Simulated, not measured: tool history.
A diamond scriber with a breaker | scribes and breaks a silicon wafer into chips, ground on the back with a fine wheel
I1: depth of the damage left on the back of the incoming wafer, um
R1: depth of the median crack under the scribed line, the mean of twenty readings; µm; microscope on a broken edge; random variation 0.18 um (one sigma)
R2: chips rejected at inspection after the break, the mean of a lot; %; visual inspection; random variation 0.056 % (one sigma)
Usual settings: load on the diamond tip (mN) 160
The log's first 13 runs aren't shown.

{"hour": 861.1, "done": "load on the tip recalibrated"}
{"run": 14, "hour": 900.5, "load on the diamond tip (mN)": 179, "I1": 2.19, "R1": 12.78, "R2": 2.24}
{"hour": 919.4, "done": "diamond tip replaced by a new one"}
{"run": 15, "hour": 979.9, "load on the diamond tip (mN)": 179, "I1": 2.41, "R1": 13.05, "R2": 2.71}
{"run": 16, "hour": 1030.7, "load on the diamond tip (mN)": 160, "I1": 1.84, "R1": 12.05, "R2": 1.12}
{"run": 17, "hour": 1122.0, "load on the diamond tip (mN)": 160, "I1": 2.49, "R1": 11.76, "R2": 1.72}
{"run": 18, "hour": 1177.9, "load on the diamond tip (mN)": 133, "I1": 2.65, "R1": 10.29, "R2": 3.43}
{"run": 19, "hour": 1259.7, "load on the diamond tip (mN)": 196, "I1": 3.0, "R1": 14.36, "R2": 6.9}
{"run": 20, "hour": 1302.9, "load on the diamond tip (mN)": 138, "I1": 2.83, "R1": 10.96, "R2": 2.76}
{"run": 21, "hour": 1362.0, "load on the diamond tip (mN)": 179, "I1": 1.62, "R1": 13.21, "R2": 3.68}
{"run": 22, "hour": 1402.8, "load on the diamond tip (mN)": 112, "I1": 1.88, "R1": 9.19, "R2": 6.87}
{"run": 23, "hour": 1469.8, "load on the diamond tip (mN)": 181, "I1": 2.88, "R1": 13.52, "R2": 5.67}

The next listed run, before its measurement:
{"hour": 1503.9, "done": "diamond tip replaced by a new one"}
{"run": 24, "hour": 1540.2, "load on the diamond tip (mN)": 197, "I1": 2.34, "R1": "?", "R2": "?"}

R1: 14.62 µm
R2: 7.82 %
Without the tool's hidden state the same run would have given R1 13.22 µm, R2 3.89 %.
